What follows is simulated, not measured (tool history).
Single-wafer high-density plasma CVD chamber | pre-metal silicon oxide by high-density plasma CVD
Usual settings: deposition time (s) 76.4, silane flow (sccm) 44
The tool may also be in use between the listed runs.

| run | hour | deposition time (s) | silane flow (sccm) | read-back reference wafer on the same gauge, thickness_nm | mean film thickness on the monitor wafer (angstrom) |
|---|---|---|---|---|---|
| 1 | 0.0 | 76.4 | 41 | 285.201 | 3053.98 |
| 2 | 36.8 | 76.4 | 41 | 285.005 | 3048.05 |
| 3 | 90.5 | 76.4 | 44 | 284.841 | 3199.45 |
| 4 | 135.5 | 76.4 | 44 | 285.116 | 3205.20 |
| 5 | 198.5 | 76.4 | 44 | 284.993 | 3196.60 |
| 6 | 233.9 | 76.4 | 44 | 284.792 | 3201.04 |
| 7 | 273.3 | 76.4 | 44 | 284.828 | 3198.45 |
|  | 307.4 | gauge calibrated |
| 8 | 324.2 | 76.4 | 44 | 284.846 | 3207.90 |
|  | 362.6 | silane flow controller replaced |
| 9 | 392.3 | 70.3 | 41 | 284.897 | 2706.80 |
| 10 | 450.0 | 81.7 | 41 | 285.046 | 3128.32 |
| 11 | 492.0 | 69.5 | 38 | 285.014 | 2548.76 |

Run 12 comes next. What will it give?
| 12 | 546.3 | 64.2 | 49 | ? | ? |

{"run 12": {"read-back reference wafer on the same gauge, thickness_nm": 284.925, "mean film thickness on the monitor wafer (angstrom)": 2788.83}}
Without the tool's hidden state the same run would have given mean film thickness on the monitor wafer (angstrom) 2789.54.
